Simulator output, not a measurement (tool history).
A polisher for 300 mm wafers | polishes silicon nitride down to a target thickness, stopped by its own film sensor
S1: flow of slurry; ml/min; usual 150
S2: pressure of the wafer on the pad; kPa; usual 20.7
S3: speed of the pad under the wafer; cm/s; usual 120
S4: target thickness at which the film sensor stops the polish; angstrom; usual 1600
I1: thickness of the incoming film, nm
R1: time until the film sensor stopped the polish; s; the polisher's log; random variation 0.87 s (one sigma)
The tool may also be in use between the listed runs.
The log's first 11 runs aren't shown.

-- hour=288.0 worn pad replaced by a new one
run 12 hour=302.2 | S1=135 S2=20.7 S3=120 S4=1600 | I1=266.4 | R1=55.7
run 13 hour=336.4 | S1=135 S2=20.7 S3=120 S4=1600 | I1=266.4 | R1=56.2
-- hour=338.2 slurry nozzle cleaned
run 14 hour=377.9 | S1=125 S2=24.8 S3=104 S4=1600 | I1=266.4 | R1=53.4
run 15 hour=402.8 | S1=150 S2=16.5 S3=120 S4=1600 | I1=268.7 | R1=69.6
-- hour=416.8 head pressure recalibrated
run 16 hour=433.5 | S1=150 S2=24.1 S3=120 S4=1600 | I1=269.1 | R1=49.7
run 17 hour=466.9 | S1=150 S2=20.7 S3=120 S4=1600 | I1=267.1 | R1=55.2
run 18 hour=486.5 | S1=185 S2=15.2 S3=86 S4=1930 | I1=265.1 | R1=58.2
run 19 hour=511.2 | S1=170 S2=20.7 S3=120 S4=1600 | I1=271.0 | R1=54.3
run 20 hour=544.8 | S1=150 S2=20.7 S3=120 S4=1360 | I1=268.7 | R1=67.8
-- hour=562.9 worn pad replaced by a new one
run 21 hour=580.0 | S1=150 S2=20.7 S3=120 S4=1600 | I1=273.4 | R1=58.1
run 22 hour=611.3 | S1=150 S2=20.7 S3=120 S4=1600 | I1=268.2 | R1=55.6
run 23 hour=631.6 | S1=115 S2=15.9 S3=154 S4=1480 | I1=268.6 | R1=70.3
run 24 hour=655.9 | S1=125 S2=20.7 S3=120 S4=1800 | I1=268.7 | R1=45.7
run 25 hour=679.6 | S1=150 S2=20.7 S3=86 S4=1960 | I1=273.2 | R1=49.1
run 26 hour=695.6 | S1=150 S2=16.5 S3=146 S4=1600 | I1=269.5 | R1=59.3
run 27 hour=726.7 | S1=170 S2=24.1 S3=120 S4=1870 | I1=272.4 | R1=36.5
run 28 hour=754.0 | S1=150 S2=18.6 S3=120 S4=1770 | I1=268.3 | R1=51.9
run 29 hour=779.9 | S1=175 S2=25.5 S3=120 S4=1380 | I1=271.5 | R1=57.0
-- hour=802.1 slurry nozzle cleaned
run 30 hour=809.5 | S1=100 S2=20.7 S3=140 S4=1700 | I1=268.7 | R1=50.3
run 31 hour=823.7 | S1=125 S2=20.7 S3=120 S4=1800 | I1=270.1 | R1=47.3
run 32 hour=836.2 | S1=150 S2=20.7 S3=106 S4=1600 | I1=274.8 | R1=63.9
-- hour=842.4 worn pad replaced by a new one
run 33 hour=857.0 | S1=125 S2=15.9 S3=120 S4=1600 | I1=269.4 | R1=73.4
run 34 hour=874.4 | S1=150 S2=25.5 S3=120 S4=1890 | I1=272.4 | R1=35.3
run 35 hour=888.9 | S1=150 S2=20.7 S3=100 S4=1600 | I1=264.5 | R1=60.3
run 36 hour=908.8 | S1=105 S2=17.2 S3=82 S4=1600 | I1=273.2 | R1=93.3

5 ways to go on from here, each from the tool as it stands after run 36. What would each give?
run A hour=909.2 | S1=150 S2=20.7 S3=120 S4=1600 | I1=270.1 | R1=?
run B hour=909.2 | S1=165 S2=14.5 S3=120 S4=1600 | I1=270.1 | R1=?
run C hour=909.2 | S1=170 S2=22.8 S3=120 S4=1850 | I1=270.1 | R1=?
run D hour=909.2 | S1=150 S2=15.2 S3=90 S4=1600 | I1=270.1 | R1=?
run E hour=909.2 | S1=175 S2=20.7 S3=120 S4=1790 | I1=270.1 | R1=?

run=A R1=57.3
run=B R1=76.2
run=C R1=39.8
run=D R1=89.9
run=E R1=46.1
Without the tool's hidden state the same runs would have given:
run=A R1=57.3
run=B R1=76.2
run=C R1=39.8
run=D R1=89.9
run=E R1=46.1

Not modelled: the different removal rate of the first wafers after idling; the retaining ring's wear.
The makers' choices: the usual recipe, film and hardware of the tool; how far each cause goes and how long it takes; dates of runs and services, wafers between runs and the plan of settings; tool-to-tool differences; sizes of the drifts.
